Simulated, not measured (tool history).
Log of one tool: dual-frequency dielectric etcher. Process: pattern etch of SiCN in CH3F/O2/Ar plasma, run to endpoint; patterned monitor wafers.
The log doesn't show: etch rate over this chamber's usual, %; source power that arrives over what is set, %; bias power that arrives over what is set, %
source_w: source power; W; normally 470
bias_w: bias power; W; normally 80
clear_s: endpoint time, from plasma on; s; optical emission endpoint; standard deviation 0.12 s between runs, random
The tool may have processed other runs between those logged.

run	hour	source_w	bias_w	wafers since the last listed run	hours since the last wet clean	hours since the last source power generator calibration	hours since the last bias power generator calibration	hours since the last upper electrode change	incoming incoming film thickness, nm	clear_s
1	0	470	80	0	214.3	2078.4	4020.1	3006.1	9.84	25.5
2	18.9	470	80	180	233.2	2097.3	4039	3025	9.95	25.8
3	49.7	510	65	293	264	2128.1	4069.8	3055.8	9.87	28.1
4	123.1	510	65	700	337.4	2201.5	4143.2	3129.2	9.82	28.1
# hour 132.2: source power generator calibrated
5	142.6	420	90	147	356.9	10.4	4162.7	3148.7	10	26
# hour 151.9: bias power generator calibrated
# hour 183.5: upper electrode replaced
# hour 199.4: wet clean of the chamber
6	199.9	420	90	128	0.5	67.7	48	16.4	9.97	24.9
7	204.6	410	91	44	5.2	72.4	52.7	21.1	9.91	24.8
8	248.1	510	69	414	48.7	115.9	96.2	64.6	9.92	26.6
9	280.9	470	80	312	81.5	148.7	129	97.4	9.95	25.4
10	314.2	470	80	317	114.8	182	162.3	130.7	9.81	25.4
11	347.8	470	80	320	148.4	215.6	195.9	164.3	9.86	25.5
12	361.8	530	62	133	162.4	229.6	209.9	178.3	9.94	28.1
13	400.3	440	98	367	200.9	268.1	248.4	216.8	9.88	23.7
14	419.3	550	80	181	219.9	287.1	267.4	235.8	9.83	23.7

Predict each of these 5 candidate next runs independently; none follows another, all start after run 14:
A	419.7	370	80	3	220.3	287.5	267.8	236.2	9.86	?
B	419.7	540	60	3	220.3	287.5	267.8	236.2	9.86	?
C	419.7	510	68	3	220.3	287.5	267.8	236.2	9.86	?
D	419.7	360	80	3	220.3	287.5	267.8	236.2	9.86	?
E	419.7	470	75	3	220.3	287.5	267.8	236.2	9.86	?

run	clear_s
A	29.1
B	28.8
C	27.5
D	29.5
E	27
With no hidden state in the tool, these same runs would have given:
run	clear_s
A	28.2
B	27.9
C	26.6
D	28.6
E	26.2
